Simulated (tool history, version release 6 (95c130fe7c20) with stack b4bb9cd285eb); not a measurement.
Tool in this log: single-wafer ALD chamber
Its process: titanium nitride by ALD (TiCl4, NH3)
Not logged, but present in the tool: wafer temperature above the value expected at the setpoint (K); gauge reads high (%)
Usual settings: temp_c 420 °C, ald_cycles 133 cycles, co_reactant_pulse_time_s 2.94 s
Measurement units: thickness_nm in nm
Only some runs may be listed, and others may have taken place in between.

run   hour  temp_c  ald_cycles  co_reactant_pulse_time_s  wafers since the last listed run  hours since the last thermocouple change  hours since the showerhead was replaced  hours since the gauge calibration  read-back reference wafer on the same gauge, thickness_nm  thickness_nm
  1      0     420         133                      2.94                                 0                                    2873.6                                   7047.9                              137.6                                                      2.386         2.974
  2   18.5     420         133                      2.94                                24                                    2892.1                                   7066.4                              156.1                                                      2.389         2.999
  3   39.7     431         133                      2.94                                28                                    2913.3                                   7087.6                              177.3                                                      2.389         2.984
  4   56.1     420         133                      2.94                                22                                    2929.7                                     7104                              193.7                                                      2.391         2.988
  5     80     420         133                      2.94                                32                                    2953.6                                   7127.9                              217.6                                                      2.396         2.989
  6  108.6     420         133                      2.94                                38                                    2982.2                                   7156.5                              246.2                                                      2.397         2.981
  7  142.9     420         133                      2.94                                46                                    3016.5                                   7190.8                              280.5                                                      2.396             3
  8    178     429         133                      2.94                                47                                    3051.6                                   7225.9                              315.6                                                      2.401         2.993
  9  193.2     429         133                      2.94                                20                                    3066.8                                   7241.1                              330.8                                                      2.402         2.983
 10  213.9     412         133                      2.94                                27                                    3087.5                                   7261.8                              351.5                                                      2.402         2.986
     230.1  -- thermocouple changed; heater temperature recalibrated
 11    232     420         133                      2.61                                13                                       1.9                                   7279.9                              369.6                                                      2.401         2.987
 12  263.1     420         133                      2.94                                41                                        33                                     7311                              400.7                                                      2.403         3.003
 13  287.4     407         133                      2.94                                32                                      57.3                                   7335.3                                425                                                      2.404         2.992
       301  -- showerhead replaced
 14  386.5     420         133                      2.09                               122                                     156.4                                     85.5                              524.1                                                      2.405         2.964
 15  411.9     420         133                      2.94                                34                                     181.8                                    110.9                              549.5                                                      2.408          3.01
     438.2  -- gauge calibrated
 16  438.9     420         133                      2.94                                36                                     208.8                                    137.9                                0.7                                                      2.369          2.97
 17  521.9     420         133                      2.41                               112                                     291.8                                    220.9                               83.7                                                      2.383         2.968
 18  539.2     424         146                      3.57                                23                                     309.1                                    238.2                                101                                                      2.387         3.296
 19  557.2     411         159                      2.94                                24                                     327.1                                    256.2                                119                                                       2.39         3.566

4 options for the next run, each taken on its own from the tool as it stands now. Forecast them:
  A  557.9     420         133                      3.55                                 0                                     327.8                                    256.9                              119.7                                                          ?             ?
  B  557.9     420         133                      3.56                                 0                                     327.8                                    256.9                              119.7                                                          ?             ?
  C  557.9     431         116                      2.45                                 0                                     327.8                                    256.9                              119.7                                                          ?             ?
  D  557.9     430         120                      2.94                                 0                                     327.8                                    256.9                              119.7                                                          ?             ?

run  read-back reference wafer on the same gauge, thickness_nm  thickness_nm
  A                                                       2.39         2.996
  B                                                       2.39         2.996
  C                                                       2.39         2.596
  D                                                       2.39         2.695
Without the tool's unlogged condition, the same runs would have read:
run  thickness_nm
  A         2.972
  B         2.972
  C         2.575
  D         2.673
